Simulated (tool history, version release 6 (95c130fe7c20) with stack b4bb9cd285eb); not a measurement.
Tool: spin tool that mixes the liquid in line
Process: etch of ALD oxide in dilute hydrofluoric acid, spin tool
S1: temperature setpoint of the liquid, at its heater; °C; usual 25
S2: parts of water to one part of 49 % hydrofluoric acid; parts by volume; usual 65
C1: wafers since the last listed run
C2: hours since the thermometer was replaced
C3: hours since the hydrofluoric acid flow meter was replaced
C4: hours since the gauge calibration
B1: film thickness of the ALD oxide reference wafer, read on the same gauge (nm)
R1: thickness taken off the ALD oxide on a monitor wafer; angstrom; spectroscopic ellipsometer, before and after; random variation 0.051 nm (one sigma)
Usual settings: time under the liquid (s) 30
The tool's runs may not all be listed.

run 1 hour=0 | S1=25 S2=65 time_under_the_liquid_(s)=30 | C1=0 C2=802.2 C3=1110.6 C4=1666 | B1=100 | R1=110.4
run 2 hour=104 | S1=26.5 S2=65 time_under_the_liquid_(s)=30 | C1=1538 C2=906.2 C3=1214.6 C4=1770 | B1=100.04 | R1=117.1
run 3 hour=209.8 | S1=26.5 S2=65 time_under_the_liquid_(s)=30 | C1=1565 C2=1012 C3=1320.4 C4=1875.8 | B1=100.02 | R1=117.5
run 4 hour=256.9 | S1=25 S2=65 time_under_the_liquid_(s)=30 | C1=696 C2=1059.1 C3=1367.5 C4=1922.9 | B1=100.02 | R1=110.7
-- hour=291.1 thermometer replaced
run 5 hour=294.6 | S1=22.5 S2=65 time_under_the_liquid_(s)=30 | C1=543 C2=3.5 C3=1405.2 C4=1960.6 | B1=100 | R1=97.4
run 6 hour=348.3 | S1=22.5 S2=65 time_under_the_liquid_(s)=30 | C1=794 C2=57.2 C3=1458.9 C4=2014.3 | B1=100.03 | R1=97.8
run 7 hour=429.7 | S1=25 S2=75 time_under_the_liquid_(s)=30 | C1=1204 C2=138.6 C3=1540.3 C4=2095.7 | B1=99.97 | R1=92.2
run 8 hour=505.7 | S1=25 S2=75 time_under_the_liquid_(s)=30 | C1=1124 C2=214.6 C3=1616.3 C4=2171.7 | B1=100.03 | R1=92.4
run 9 hour=595.5 | S1=25 S2=65 time_under_the_liquid_(s)=35 | C1=1328 C2=304.4 C3=1706.1 C4=2261.5 | B1=100.01 | R1=126.2
run 10 hour=662.6 | S1=25 S2=65 time_under_the_liquid_(s)=35 | C1=992 C2=371.5 C3=1773.2 C4=2328.6 | B1=99.98 | R1=127.2
run 11 hour=757.6 | S1=25 S2=65 time_under_the_liquid_(s)=30 | C1=1405 C2=466.5 C3=1868.2 C4=2423.6 | B1=99.98 | R1=109.2
run 12 hour=858.6 | S1=25 S2=65 time_under_the_liquid_(s)=30 | C1=1494 C2=567.5 C3=1969.2 C4=2524.6 | B1=99.98 | R1=109.5
run 13 hour=944.3 | S1=27 S2=65 time_under_the_liquid_(s)=30 | C1=1268 C2=653.2 C3=2054.9 C4=2610.3 | B1=100 | R1=118.7
run 14 hour=1025.7 | S1=27 S2=65 time_under_the_liquid_(s)=30 | C1=1204 C2=734.6 C3=2136.3 C4=2691.7 | B1=99.96 | R1=119.4
-- hour=1052.1 hydrofluoric acid flow meter replaced
run 15 hour=1092.9 | S1=25 S2=65 time_under_the_liquid_(s)=30 | C1=979 C2=801.8 C3=40.8 C4=2758.9 | B1=100.01 | R1=110.8
run 16 hour=1177.9 | S1=25 S2=65 time_under_the_liquid_(s)=30 | C1=1257 C2=886.8 C3=125.8 C4=2843.9 | B1=100.02 | R1=110.7
run 17 hour=1285.7 | S1=23 S2=50 time_under_the_liquid_(s)=30 | C1=1595 C2=994.6 C3=233.6 C4=2951.7 | B1=99.98 | R1=135.6
-- hour=1300.9 thermometer replaced
-- hour=1375.7 gauge calibrated
run 18 hour=1465.3 | S1=22 S2=65 time_under_the_liquid_(s)=30 | C1=2642 C2=164.4 C3=413.2 C4=89.6 | B1=99.99 | R1=95.4
run 19 hour=1540.1 | S1=25 S2=65 time_under_the_liquid_(s)=30 | C1=1106 C2=239.2 C3=488 C4=164.4 | B1=99.98 | R1=108.2
run 20 hour=1595.5 | S1=25 S2=65 time_under_the_liquid_(s)=15 | C1=819 C2=294.6 C3=543.4 C4=219.8 | B1=100 | R1=54.5
run 21 hour=1690.3 | S1=26.5 S2=50 time_under_the_liquid_(s)=20 | C1=1402 C2=389.4 C3=638.2 C4=314.6 | B1=100.01 | R1=101.9
run 22 hour=1781.3 | S1=27 S2=65 time_under_the_liquid_(s)=30 | C1=1346 C2=480.4 C3=729.2 C4=405.6 | B1=99.97 | R1=118
run 23 hour=1886.9 | S1=22.5 S2=65 time_under_the_liquid_(s)=25 | C1=1562 C2=586 C3=834.8 C4=511.2 | B1=100.02 | R1=82.6
-- hour=2148.6 thermometer replaced
run 24 hour=2206.7 | S1=23 S2=50 time_under_the_liquid_(s)=30 | C1=4717 C2=58.1 C3=1154.6 C4=831 | B1=100.01 | R1=131.7
run 25 hour=2293.3 | S1=29 S2=40 time_under_the_liquid_(s)=20 | C1=1281 C2=144.7 C3=1241.2 C4=917.6 | B1=99.99 | R1=143.1
run 26 hour=2369.5 | S1=26.5 S2=65 time_under_the_liquid_(s)=15 | C1=1127 C2=220.9 C3=1317.4 C4=993.8 | B1=99.97 | R1=57.7
run 27 hour=2528.8 | S1=28.5 S2=65 time_under_the_liquid_(s)=35 | C1=2357 C2=380.2 C3=1476.7 C4=1153.1 | B1=99.98 | R1=145.7
run 28 hour=2579.9 | S1=23.5 S2=65 time_under_the_liquid_(s)=25 | C1=756 C2=431.3 C3=1527.8 C4=1204.2 | B1=99.97 | R1=86
run 29 hour=2629.2 | S1=26.5 S2=65 time_under_the_liquid_(s)=20 | C1=729 C2=480.6 C3=1577.1 C4=1253.5 | B1=100 | R1=77.7
run 30 hour=2741.9 | S1=25 S2=65 time_under_the_liquid_(s)=30 | C1=1667 C2=593.3 C3=1689.8 C4=1366.2 | B1=100.02 | R1=110.1
run 31 hour=2806.1 | S1=23 S2=80 time_under_the_liquid_(s)=30 | C1=949 C2=657.5 C3=1754 C4=1430.4 | B1=100.02 | R1=80.1
run 32 hour=2895.5 | S1=27 S2=75 time_under_the_liquid_(s)=30 | C1=1322 C2=746.9 C3=1843.4 C4=1519.8 | B1=100.03 | R1=102.3
run 33 hour=2954.9 | S1=29 S2=50 time_under_the_liquid_(s)=40 | C1=878 C2=806.3 C3=1902.8 C4=1579.2 | B1=100.02 | R1=230.4

The same runs without the tool's hidden state, with the same run-to-run variation:
The hidden state here: liquid hotter than its thermometer reads (K); hydrofluoric acid flow below the setpoint (%); gauge reads high (%).
run=1 R1=108
run=2 R1=114.3
run=3 R1=114.3
run=4 R1=107.6
run=5 R1=97.3
run=6 R1=97.5
run=7 R1=91.7
run=8 R1=91.8
run=9 R1=125.1
run=10 R1=125.8
run=11 R1=107.7
run=12 R1=107.7
run=13 R1=116.6
run=14 R1=117
run=15 R1=108.3
run=16 R1=108
run=17 R1=131.9
run=18 R1=94.7
run=19 R1=107.2
run=20 R1=54
run=21 R1=100.6
run=22 R1=116.3
run=23 R1=81.1
run=24 R1=130.7
run=25 R1=141.9
run=26 R1=57
run=27 R1=143.6
run=28 R1=84.5
run=29 R1=76.3
run=30 R1=107.8
run=31 R1=78.3
run=32 R1=99.8
run=33 R1=224.5
